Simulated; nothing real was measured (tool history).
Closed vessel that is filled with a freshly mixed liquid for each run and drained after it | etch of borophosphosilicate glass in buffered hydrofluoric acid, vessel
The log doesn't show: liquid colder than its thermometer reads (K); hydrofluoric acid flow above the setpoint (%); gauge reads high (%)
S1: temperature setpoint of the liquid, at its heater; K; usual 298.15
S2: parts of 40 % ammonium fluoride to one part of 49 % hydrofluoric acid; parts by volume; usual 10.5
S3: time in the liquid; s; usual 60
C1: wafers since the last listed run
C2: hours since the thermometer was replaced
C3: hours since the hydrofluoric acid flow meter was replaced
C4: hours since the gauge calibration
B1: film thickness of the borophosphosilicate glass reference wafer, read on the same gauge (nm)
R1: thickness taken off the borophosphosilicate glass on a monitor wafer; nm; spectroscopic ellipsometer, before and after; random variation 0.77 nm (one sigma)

{"run": 1, "hour": 0.0, "S1": 298.15, "S2": 10.5, "S3": 35, "C1": 0, "C2": 1481.2, "C3": 1537.6, "C4": 1152.4, "B1": 150.03, "R1": 56.78}
{"run": 2, "hour": 39.6, "S1": 298.15, "S2": 10.5, "S3": 35, "C1": 2478, "C2": 1520.8, "C3": 1577.2, "C4": 1192.0, "B1": 150.03, "R1": 57.23}
{"run": 3, "hour": 84.8, "S1": 298.15, "S2": 10.5, "S3": 60, "C1": 2828, "C2": 1566.0, "C3": 1622.4, "C4": 1237.2, "B1": 149.99, "R1": 97.51}
{"run": 4, "hour": 113.0, "S1": 298.15, "S2": 10.5, "S3": 60, "C1": 1764, "C2": 1594.2, "C3": 1650.6, "C4": 1265.4, "B1": 149.97, "R1": 96.79}
{"run": 5, "hour": 150.5, "S1": 298.15, "S2": 10.5, "S3": 85, "C1": 2346, "C2": 1631.7, "C3": 1688.1, "C4": 1302.9, "B1": 149.99, "R1": 138.15}
{"run": 6, "hour": 205.6, "S1": 298.15, "S2": 10.5, "S3": 85, "C1": 3448, "C2": 1686.8, "C3": 1743.2, "C4": 1358.0, "B1": 149.98, "R1": 137.19}
{"run": 7, "hour": 247.6, "S1": 298.15, "S2": 10.5, "S3": 85, "C1": 2628, "C2": 1728.8, "C3": 1785.2, "C4": 1400.0, "B1": 150.0, "R1": 136.32}
{"run": 8, "hour": 287.1, "S1": 298.15, "S2": 10.5, "S3": 60, "C1": 2471, "C2": 1768.3, "C3": 1824.7, "C4": 1439.5, "B1": 150.02, "R1": 96.45}
{"run": 9, "hour": 313.5, "S1": 298.15, "S2": 10.5, "S3": 60, "C1": 1652, "C2": 1794.7, "C3": 1851.1, "C4": 1465.9, "B1": 150.03, "R1": 97.5}
{"run": 10, "hour": 464.3, "S1": 302.65, "S2": 9.0, "S3": 35, "C1": 9437, "C2": 1945.5, "C3": 2001.9, "C4": 1616.7, "B1": 149.96, "R1": 79.31}
{"run": 11, "hour": 502.9, "S1": 295.15, "S2": 12.5, "S3": 30, "C1": 2415, "C2": 1984.1, "C3": 2040.5, "C4": 1655.3, "B1": 149.99, "R1": 34.76}
{"hour": 531.0, "done": "gauge calibrated"}
{"run": 12, "hour": 537.2, "S1": 298.15, "S2": 13.0, "S3": 60, "C1": 2146, "C2": 2018.4, "C3": 2074.8, "C4": 6.2, "B1": 150.0, "R1": 78.82}
{"run": 13, "hour": 590.0, "S1": 298.15, "S2": 10.5, "S3": 60, "C1": 3304, "C2": 2071.2, "C3": 2127.6, "C4": 59.0, "B1": 149.99, "R1": 95.35}
{"run": 14, "hour": 650.9, "S1": 298.15, "S2": 10.5, "S3": 60, "C1": 3811, "C2": 2132.1, "C3": 2188.5, "C4": 119.9, "B1": 149.98, "R1": 96.17}
{"hour": 678.0, "done": "hydrofluoric acid flow meter replaced"}
{"run": 15, "hour": 680.3, "S1": 294.15, "S2": 12.0, "S3": 80, "C1": 1777, "C2": 2161.5, "C3": 2.3, "C4": 149.3, "B1": 149.95, "R1": 89.91}
{"run": 16, "hour": 714.2, "S1": 298.15, "S2": 9.0, "S3": 30, "C1": 2121, "C2": 2195.4, "C3": 36.2, "C4": 183.2, "B1": 150.0, "R1": 53.92}
{"hour": 715.8, "done": "thermometer replaced"}
{"run": 17, "hour": 782.9, "S1": 298.15, "S2": 10.5, "S3": 60, "C1": 4236, "C2": 67.1, "C3": 104.9, "C4": 251.9, "B1": 149.97, "R1": 101.75}
{"run": 18, "hour": 843.5, "S1": 295.65, "S2": 10.5, "S3": 85, "C1": 3792, "C2": 127.7, "C3": 165.5, "C4": 312.5, "B1": 150.04, "R1": 125.08}
{"run": 19, "hour": 910.2, "S1": 294.15, "S2": 12.5, "S3": 70, "C1": 4174, "C2": 194.4, "C3": 232.2, "C4": 379.2, "B1": 149.99, "R1": 79.66}
{"run": 20, "hour": 963.7, "S1": 298.15, "S2": 10.5, "S3": 60, "C1": 3348, "C2": 247.9, "C3": 285.7, "C4": 432.7, "B1": 149.97, "R1": 100.87}
{"run": 21, "hour": 998.9, "S1": 298.15, "S2": 7.5, "S3": 50, "C1": 2202, "C2": 283.1, "C3": 320.9, "C4": 467.9, "B1": 149.98, "R1": 115.93}
{"run": 22, "hour": 1025.2, "S1": 298.15, "S2": 11.5, "S3": 60, "C1": 1645, "C2": 309.4, "C3": 347.2, "C4": 494.2, "B1": 149.98, "R1": 92.91}
{"run": 23, "hour": 1093.9, "S1": 298.15, "S2": 10.5, "S3": 60, "C1": 4299, "C2": 378.1, "C3": 415.9, "C4": 562.9, "B1": 150.02, "R1": 100.83}
{"run": 24, "hour": 1135.1, "S1": 300.15, "S2": 13.0, "S3": 90, "C1": 2578, "C2": 419.3, "C3": 457.1, "C4": 604.1, "B1": 149.97, "R1": 136.77}
{"run": 25, "hour": 1175.4, "S1": 298.15, "S2": 13.5, "S3": 30, "C1": 2522, "C2": 459.6, "C3": 497.4, "C4": 644.4, "B1": 150.04, "R1": 39.56}
{"run": 26, "hour": 1210.0, "S1": 299.65, "S2": 10.5, "S3": 70, "C1": 2165, "C2": 494.2, "C3": 532.0, "C4": 679.0, "B1": 149.99, "R1": 128.19}
{"run": 27, "hour": 1260.9, "S1": 298.15, "S2": 10.5, "S3": 60, "C1": 3185, "C2": 545.1, "C3": 582.9, "C4": 729.9, "B1": 150.05, "R1": 99.9}
{"run": 28, "hour": 1327.9, "S1": 299.65, "S2": 8.5, "S3": 60, "C1": 4193, "C2": 612.1, "C3": 649.9, "C4": 796.9, "B1": 150.01, "R1": 128.66}
{"run": 29, "hour": 1375.6, "S1": 296.65, "S2": 7.0, "S3": 85, "C1": 2985, "C2": 659.8, "C3": 697.6, "C4": 844.6, "B1": 150.01, "R1": 191.73}
{"run": 30, "hour": 1408.5, "S1": 298.15, "S2": 12.5, "S3": 40, "C1": 2058, "C2": 692.7, "C3": 730.5, "C4": 877.5, "B1": 149.97, "R1": 56.05}

The tool's hidden state at each run:
hydrofluoric acid flow above the setpoint (%): 0 in every run
gauge reads high (%): 0 in every run
H1: liquid colder than its thermometer reads (K)
run=1 H1=0.88
run=2 H1=0.9
run=3 H1=0.923
run=4 H1=0.937
run=5 H1=0.956
run=6 H1=0.983
run=7 H1=1
run=8 H1=1.02
run=9 H1=1.04
run=10 H1=1.11
run=11 H1=1.13
run=12 H1=1.15
run=13 H1=1.18
run=14 H1=1.21
run=15 H1=1.22
run=16 H1=1.24
run=17 H1=0.0457
run=18 H1=0.0761
run=19 H1=0.109
run=20 H1=0.136
run=21 H1=0.154
run=22 H1=0.167
run=23 H1=0.202
run=24 H1=0.222
run=25 H1=0.242
run=26 H1=0.26
run=27 H1=0.285
run=28 H1=0.319
run=29 H1=0.343
run=30 H1=0.359
